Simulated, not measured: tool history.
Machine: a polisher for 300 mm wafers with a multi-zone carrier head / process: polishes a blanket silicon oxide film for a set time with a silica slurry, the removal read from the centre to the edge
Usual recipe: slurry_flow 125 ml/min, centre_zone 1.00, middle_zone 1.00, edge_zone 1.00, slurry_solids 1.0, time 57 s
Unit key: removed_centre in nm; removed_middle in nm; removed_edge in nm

run	hour	slurry_flow	centre_zone	middle_zone	edge_zone	slurry_solids	time	incoming thickness of the incoming film, nm	removed_centre	removed_middle	removed_edge
1	0.0	110	1.00	1.00	1.07	1.0	57	1838.6	166.4	169.9	180.1
# hour 19.5: worn pad replaced by a new one
2	34.7	125	1.00	1.00	1.00	1.0	57	1845.0	172.9	175.3	178.2
3	63.0	125	1.00	1.00	1.00	1.0	57	1840.4	172.1	172.6	173.9
4	97.5	125	1.00	1.00	1.00	1.1	53	1864.9	166.8	163.0	167.8
# hour 103.3: slurry nozzle cleaned
5	113.6	125	1.00	1.00	1.00	1.1	53	1856.9	160.3	157.9	166.5
6	128.1	125	1.00	1.00	1.00	1.1	53	1854.3	159.2	159.2	167.2
# hour 132.6: worn pad replaced by a new one
# hour 133.5: edge zone pressure recalibrated
7	153.7	125	1.00	1.00	1.00	1.0	57	1848.8	163.9	165.9	174.6
# hour 177.3: slurry nozzle cleaned, repeated, since the last time left the tool worse
8	183.1	125	1.00	1.00	1.00	1.0	57	1839.6	176.2	174.5	179.9
# hour 198.6: centre zone pressure recalibrated
9	203.6	125	1.00	1.00	1.00	1.0	57	1826.5	177.4	174.5	179.2
# hour 227.2: carrier head's membrane replaced by a new one
# hour 228.9: worn pad replaced by a new one
10	234.4	125	1.00	1.00	1.00	1.0	57	1846.3	175.5	175.1	180.5
11	265.4	115	1.00	1.10	0.89	1.0	57	1850.9	171.5	181.5	163.6
12	290.9	125	1.00	1.00	1.00	1.0	57	1856.9	175.0	174.9	180.2
13	324.3	155	1.00	1.00	0.92	1.0	57	1845.8	186.8	177.5	174.1
# hour 335.7: worn pad replaced by a new one
14	341.3	125	1.00	1.00	1.00	1.0	57	1881.3	175.0	172.4	177.9
15	355.8	125	1.00	0.89	1.00	1.0	57	1866.5	173.0	164.0	173.6
16	372.1	125	0.96	1.06	1.00	1.3	47	1851.8	152.3	165.6	160.6
17	393.3	125	1.00	1.10	1.00	1.0	57	1848.3	174.7	178.4	176.2
18	414.2	125	1.00	1.00	1.06	1.0	57	1862.3	173.6	174.2	185.4
19	429.9	125	1.00	1.00	1.00	1.0	68	1881.6	207.2	203.7	209.6
20	452.2	100	1.06	1.00	0.90	0.7	57	1843.5	148.1	141.1	139.4
# hour 458.1: worn pad replaced by a new one
21	467.8	125	1.00	1.00	1.00	0.9	45	1876.6	132.1	128.9	133.7

Predict each of these 4 candidate next runs independently; none follows another, all start after run 21:
A	468.2	125	1.00	1.00	1.00	1.0	57	1853.8	?	?	?
B	468.2	125	1.00	1.00	0.88	1.0	74	1853.8	?	?	?
C	468.2	125	0.93	1.00	1.00	1.0	57	1853.8	?	?	?
D	468.2	150	0.92	1.00	1.00	1.0	57	1853.8	?	?	?

run	removed_centre	removed_middle	removed_edge
A	173.8	171.5	178.6
B	225.6	222.7	218.4
C	162.8	171.6	178.6
D	168.9	178.7	183.7
What these runs would have given with no unlogged condition in the tool:
run	removed_centre	removed_middle	removed_edge
A	179.7	176.7	182.3
B	233.3	229.4	222.9
C	168.4	176.7	182.3
D	173.8	183.3	187.0
